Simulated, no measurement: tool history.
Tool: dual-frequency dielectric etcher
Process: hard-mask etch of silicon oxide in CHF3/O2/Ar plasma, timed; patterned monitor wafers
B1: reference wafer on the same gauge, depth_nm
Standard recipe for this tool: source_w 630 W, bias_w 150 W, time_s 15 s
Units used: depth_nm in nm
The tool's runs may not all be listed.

{"run": 1, "hour": 0.0, "source_w": 630, "bias_w": 150, "time_s": 13, "B1": 23.77, "depth_nm": 25.32}
{"run": 2, "hour": 72.3, "source_w": 630, "bias_w": 150, "time_s": 15, "B1": 23.69, "depth_nm": 29.21}
{"run": 3, "hour": 100.3, "source_w": 680, "bias_w": 136, "time_s": 15, "B1": 23.71, "depth_nm": 29.13}
{"run": 4, "hour": 150.1, "source_w": 680, "bias_w": 136, "time_s": 15, "B1": 23.67, "depth_nm": 29.25}
{"run": 5, "hour": 178.5, "source_w": 630, "bias_w": 150, "time_s": 15, "B1": 23.73, "depth_nm": 29.44}
{"run": 6, "hour": 233.0, "source_w": 630, "bias_w": 150, "time_s": 15, "B1": 23.69, "depth_nm": 29.14}
{"run": 7, "hour": 257.5, "source_w": 630, "bias_w": 150, "time_s": 15, "B1": 23.7, "depth_nm": 28.97}
{"run": 8, "hour": 306.1, "source_w": 630, "bias_w": 161, "time_s": 15, "B1": 23.68, "depth_nm": 30.22}
{"run": 9, "hour": 348.0, "source_w": 630, "bias_w": 161, "time_s": 15, "B1": 23.68, "depth_nm": 29.91}
{"run": 10, "hour": 416.6, "source_w": 630, "bias_w": 161, "time_s": 15, "B1": 23.68, "depth_nm": 30.09}
{"run": 11, "hour": 445.3, "source_w": 630, "bias_w": 150, "time_s": 15, "B1": 23.7, "depth_nm": 29.11}
{"run": 12, "hour": 484.0, "source_w": 630, "bias_w": 150, "time_s": 15, "B1": 23.66, "depth_nm": 29.27}
{"run": 13, "hour": 536.3, "source_w": 630, "bias_w": 150, "time_s": 15, "B1": 23.73, "depth_nm": 29.27}
{"run": 14, "hour": 602.2, "source_w": 630, "bias_w": 150, "time_s": 11.5, "B1": 23.69, "depth_nm": 22.35}
{"run": 15, "hour": 632.7, "source_w": 630, "bias_w": 121, "time_s": 15, "B1": 23.68, "depth_nm": 26.62}
{"run": 16, "hour": 691.9, "source_w": 690, "bias_w": 150, "time_s": 11.5, "B1": 23.71, "depth_nm": 23.55}
{"run": 17, "hour": 757.6, "source_w": 540, "bias_w": 150, "time_s": 15, "B1": 23.72, "depth_nm": 26.6}
{"run": 18, "hour": 808.8, "source_w": 500, "bias_w": 164, "time_s": 13.5, "B1": 23.73, "depth_nm": 23.61}
{"run": 19, "hour": 874.7, "source_w": 710, "bias_w": 150, "time_s": 15, "B1": 23.75, "depth_nm": 31.26}
{"run": 20, "hour": 946.0, "source_w": 630, "bias_w": 161, "time_s": 15, "B1": 23.66, "depth_nm": 30.07}
{"run": 21, "hour": 977.5, "source_w": 720, "bias_w": 174, "time_s": 12.5, "B1": 23.67, "depth_nm": 28.2}
{"run": 22, "hour": 1010.0, "source_w": 630, "bias_w": 129, "time_s": 15, "B1": 23.68, "depth_nm": 27.18}
{"run": 23, "hour": 1054.7, "source_w": 630, "bias_w": 150, "time_s": 15, "B1": 23.73, "depth_nm": 29.45}
{"run": 24, "hour": 1079.7, "source_w": 630, "bias_w": 150, "time_s": 12.5, "B1": 23.74, "depth_nm": 24.28}
{"run": 25, "hour": 1148.4, "source_w": 680, "bias_w": 136, "time_s": 13, "B1": 23.71, "depth_nm": 25.24}
{"run": 26, "hour": 1232.7, "source_w": 540, "bias_w": 117, "time_s": 12, "B1": 23.67, "depth_nm": 18.92}
{"run": 27, "hour": 1292.5, "source_w": 630, "bias_w": 150, "time_s": 15, "B1": 23.72, "depth_nm": 29.11}

Missing from the log above: 7 entries noted between runs. For each, name the pair of listed runs it sits between and say how the tool's hidden condition differs from the listed run just before to the listed run just after:
From run 1 to run 2: wet clean of the chamber (hour 71.8)
  no difference in the tool's unlogged condition between these two runs
From run 9 to run 10: upper electrode replaced (hour 416.1)
  no difference in the tool's unlogged condition between these two runs
From run 12 to run 13: source power generator calibrated (hour 516.6); wet clean of the chamber (hour 535.8)
  no difference in the tool's unlogged condition between these two runs
From run 19 to run 20: gauge calibrated (hour 898.5); wet clean of the chamber (hour 945.5)
  no difference in the tool's unlogged condition between these two runs
From run 22 to run 23: bias power generator calibrated (hour 1015.7)
  no difference in the tool's unlogged condition between these two runs

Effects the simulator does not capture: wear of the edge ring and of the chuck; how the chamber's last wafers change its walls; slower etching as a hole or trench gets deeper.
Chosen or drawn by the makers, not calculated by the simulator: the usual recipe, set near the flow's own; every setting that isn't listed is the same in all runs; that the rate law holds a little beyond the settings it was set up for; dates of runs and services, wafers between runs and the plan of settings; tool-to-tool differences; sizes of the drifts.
